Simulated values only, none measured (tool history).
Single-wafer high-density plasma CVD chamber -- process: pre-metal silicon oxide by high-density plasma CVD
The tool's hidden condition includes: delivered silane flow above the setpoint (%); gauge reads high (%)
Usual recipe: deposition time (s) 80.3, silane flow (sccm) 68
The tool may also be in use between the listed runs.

run,hour,deposition time (s),silane flow (sccm),wafers since the last listed run,hours since the silane flow controller was replaced,hours since the gauge calibration,"read-back reference wafer on the same gauge, thickness_nm",mean film thickness on the monitor wafer (Å)
1,0.0,80.3,68,0,3456.2,1.9,651.656,5293.29
2,11.7,80.3,68,158,3467.9,13.6,651.993,5294.96
3,24.2,80.3,68,169,3480.4,26.1,652.124,5292.49
4,31.9,80.3,68,104,3488.1,33.8,651.921,5302.08
5,49.4,80.3,68,237,3505.6,51.3,652.249,5295.17
6,62.0,80.3,68,170,3518.2,63.9,652.040,5279.06
7,78.7,80.3,68,226,3534.9,80.6,651.519,5297.17
8,92.5,80.3,68,186,3548.7,94.4,652.035,5295.59
9,124.6,68.6,68,434,3580.8,126.5,652.113,4515.78
10,131.4,80.3,60,92,3587.6,133.3,652.114,4678.48
11,141.5,80.3,62,136,3597.7,143.4,652.156,4839.61
12,147.5,80.3,62,81,3603.7,149.4,652.237,4833.57
13,159.5,80.3,68,162,3615.7,161.4,651.921,5287.40
14,167.8,92.9,68,112,3624.0,169.7,652.234,6124.09
15,184.1,92.9,68,220,3640.3,186.0,652.075,6127.23
16,191.5,92.5,68,100,3647.7,193.4,651.567,6087.27
17,199.6,85.4,77,109,3655.8,201.5,651.835,6351.80
18,216.7,80.3,56,231,3672.9,218.6,651.879,4387.19
19,225.7,89.8,79,121,3681.9,227.6,651.560,6845.22
20,232.3,95.5,77,89,3688.5,234.2,651.819,7097.33
21,249.4,80.3,68,231,3705.6,251.3,652.254,5279.50
# hour 270.4: silane flow controller replaced
22,270.9,80.3,76,182,0.5,272.8,651.754,6262.85
23,273.6,85.2,80,36,3.2,275.5,651.834,6984.42
24,281.4,74.8,68,105,11.0,283.3,652.400,5232.64
# hour 287.3: gauge calibrated
25,295.0,80.3,68,184,24.6,7.7,651.690,5626.07
26,308.8,91.7,68,186,38.4,21.5,652.076,6400.81
27,345.6,80.3,68,498,75.2,58.3,651.773,5605.22
28,363.3,80.3,80,239,92.9,76.0,652.318,6556.13
29,380.3,66.6,62,230,109.9,93.0,651.936,4244.23
30,396.7,80.3,64,222,126.3,109.4,651.658,5265.95
31,403.9,64.9,63,97,133.5,116.6,651.959,4198.19

For each entry between runs, how does the tool's hidden state at the last listed run before it compare with that at the first listed run after it?
Run 21 -> run 22: silane flow controller replaced (hour 270.4)
  delivered silane flow above the setpoint (%): -5.97 -> 0.0691
  measured value less the no-hidden-state value, mean film thickness on the monitor wafer (Å): -327.01 -> +4.22
Run 24 -> run 25: gauge calibrated (hour 287.3)
  delivered silane flow above the setpoint (%): 0.0231 -> -0.0361
  measured value less the no-hidden-state value, mean film thickness on the monitor wafer (Å): +1.18 -> -1.98
